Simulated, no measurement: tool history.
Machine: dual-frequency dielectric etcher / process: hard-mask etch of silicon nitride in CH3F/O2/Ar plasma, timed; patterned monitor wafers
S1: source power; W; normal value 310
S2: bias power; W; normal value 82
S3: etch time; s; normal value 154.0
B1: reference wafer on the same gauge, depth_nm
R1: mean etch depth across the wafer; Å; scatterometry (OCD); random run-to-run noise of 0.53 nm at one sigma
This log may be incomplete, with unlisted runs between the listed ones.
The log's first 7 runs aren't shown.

run   hour   S1   S2     S3    B1    R1
  8   81.7  310   82  154.0  92.7   947
  9   88.5  310   82  154.0  92.7   940
 10   97.3  340   82  154.0  92.6   990
 11  113.6  340   82  154.0  92.8   980
 12  129.5  310   82  174.0  92.5  1059
 13  171.4  250   82  134.5  92.9   759
 14  184.0  310   98  141.5  92.8   928
     187.7  -- gauge calibrated
 15  191.9  310   82  154.0  92.8   943
 16  206.0  260   73  182.0  92.7   985
 17  221.1  310   82  154.0  92.6   955
     229.0  -- source power generator calibrated
 18  233.1  310   82  154.0  92.8   936
 19  243.9  330   88  119.5  92.7   776
     259.6  -- bias power generator calibrated
     272.3  -- wet clean of the chamber
 20  272.8  350   82  154.0  92.8  1004
 21  273.2  230   82  124.0  92.7   671
 22  282.6  380   82  154.0  92.6  1025
     312.5  -- upper electrode replaced
 23  313.0  310   72  154.0  92.5   894
 24  313.4  310  100  154.0  92.8  1021
 25  320.3  310   82  154.0  92.9   938
 26  327.2  310   88  138.5  92.8   874
 27  337.0  310   82  135.0  92.6   822
 28  344.6  310   90  110.0  92.7   707
 29  360.1  380   82  128.5  92.8   853
 30  406.0  240   68  119.5  92.7   607
 31  414.7  250   99  175.5  92.7  1061

3 ways to go on from here, each from the tool as it stands after run 31. What would each give?
  A  415.2  310  82  191.0   ?   ?
  B  415.2  360  82  179.5   ?   ?
  C  415.2  280  74  113.0   ?   ?

run    B1    R1
  A  93.0  1163
  B  93.0  1161
  C  93.0   631
Stripped of hidden state, with their random variation kept, the same runs would have yielded:
run    R1
  A  1163
  B  1161
  C   631
